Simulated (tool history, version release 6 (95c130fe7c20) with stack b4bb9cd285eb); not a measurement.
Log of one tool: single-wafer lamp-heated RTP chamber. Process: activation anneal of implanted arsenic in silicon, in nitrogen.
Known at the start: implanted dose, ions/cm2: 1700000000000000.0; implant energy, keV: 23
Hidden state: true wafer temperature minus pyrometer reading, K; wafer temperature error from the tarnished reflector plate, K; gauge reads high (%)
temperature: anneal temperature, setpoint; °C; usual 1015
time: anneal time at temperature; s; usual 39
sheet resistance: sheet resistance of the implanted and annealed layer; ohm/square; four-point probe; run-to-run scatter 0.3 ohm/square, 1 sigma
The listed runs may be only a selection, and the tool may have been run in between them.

run,hour,temperature,time,wafers since the last listed run,wafers since the last pyrometer calibration,wafers since the reflector plate was cleaned,hours since the gauge calibration,"read-back reference wafer on the same gauge, sheet resistance",sheet resistance
1,0.0,1015,39,0,6259,7508,204.2,87.97,91.70
2,6.8,1015,39,86,6345,7594,211.0,88.00,90.76
3,16.4,1015,39,121,6467,7716,220.6,88.04,91.46
4,22.5,1015,39,77,6544,7793,226.7,87.91,91.94
5,32.1,1015,39,121,6666,7915,236.3,88.03,91.72
6,44.0,1015,50,150,6817,8066,248.2,87.92,87.82
7,50.7,1015,50,84,6902,8151,254.9,88.02,87.80
8,58.7,1015,50,101,7003,8252,262.9,87.99,87.76
9,68.3,1015,39,121,7125,8374,272.5,88.06,91.30
10,76.5,1015,39,103,7229,8477,280.7,88.01,91.27
11,90.7,1015,39,179,7408,8657,294.9,88.04,91.23
12,108.2,1024,46,221,7630,8879,312.4,87.96,86.07
13,150.8,1015,39,539,8170,9419,355.0,88.05,90.55
# hour 163.3: pyrometer window cleaned and pyrometer calibrated
14,167.5,1015,39,110,53,9529,371.7,87.96,90.99
15,179.2,1015,39,148,201,9678,383.4,87.93,91.15
16,194.9,1015,39,198,400,9877,399.1,87.98,90.22
17,211.5,1015,39,210,610,10087,415.7,87.99,90.28
# hour 214.5: gauge calibrated
18,221.7,1015,39,129,740,10216,7.2,88.07,90.14
19,238.9,1015,39,217,958,10434,24.4,88.07,90.89
20,246.6,1015,25,97,1055,10532,32.1,88.01,96.45
21,273.6,1038,39,342,1397,10874,59.1,88.04,82.76
22,282.6,1015,39,114,1511,10988,68.1,88.09,89.98
23,298.8,1015,39,205,1717,11193,84.3,88.04,89.88
24,310.3,1015,39,145,1862,11339,95.8,87.97,90.82
# hour 320.0: reflector plate cleaned
25,320.5,997,39,27,1890,6,106.0,88.10,100.16
26,364.4,989,54,556,2447,562,149.9,87.98,99.01
27,378.6,1023,39,179,2627,742,164.1,87.91,90.65
28,385.5,1005,50,87,2714,829,171.0,88.02,93.68
29,398.9,989,51,169,2884,999,184.4,87.90,100.32
30,408.0,1004,23,115,2999,1114,193.5,87.95,104.66
31,417.3,1030,20,117,3117,1232,202.8,88.04,96.57
32,427.2,992,18,125,3242,1358,212.7,88.03,112.81
33,434.2,998,20,88,3331,1446,219.7,87.94,108.49
34,446.5,999,58,155,3487,1602,232.0,88.01,93.32
35,456.6,989,54,127,3615,1730,242.1,88.05,98.77
36,470.3,1015,24,173,3789,1904,255.8,88.06,100.08

Measured less the same run without the tool's hidden state. The same run-to-run variation is in both; the gauge's scatter may not be:
run,sheet resistance
1,-2.52
2,-2.51
3,-2.56
4,-2.59
5,-2.62
6,-2.60
7,-2.61
8,-2.64
9,-2.73
10,-2.76
11,-2.80
12,-2.69
13,-2.99
14,-3.06
15,-3.10
16,-3.12
17,-3.19
18,-3.22
19,-3.30
20,-3.30
21,-2.90
22,-3.41
23,-3.46
24,-3.54
25,-0.23
26,-0.39
27,-0.39
28,-0.44
29,-0.52
30,-0.52
31,-0.50
32,-0.60
33,-0.62
34,-0.67
35,-0.73
36,-0.71

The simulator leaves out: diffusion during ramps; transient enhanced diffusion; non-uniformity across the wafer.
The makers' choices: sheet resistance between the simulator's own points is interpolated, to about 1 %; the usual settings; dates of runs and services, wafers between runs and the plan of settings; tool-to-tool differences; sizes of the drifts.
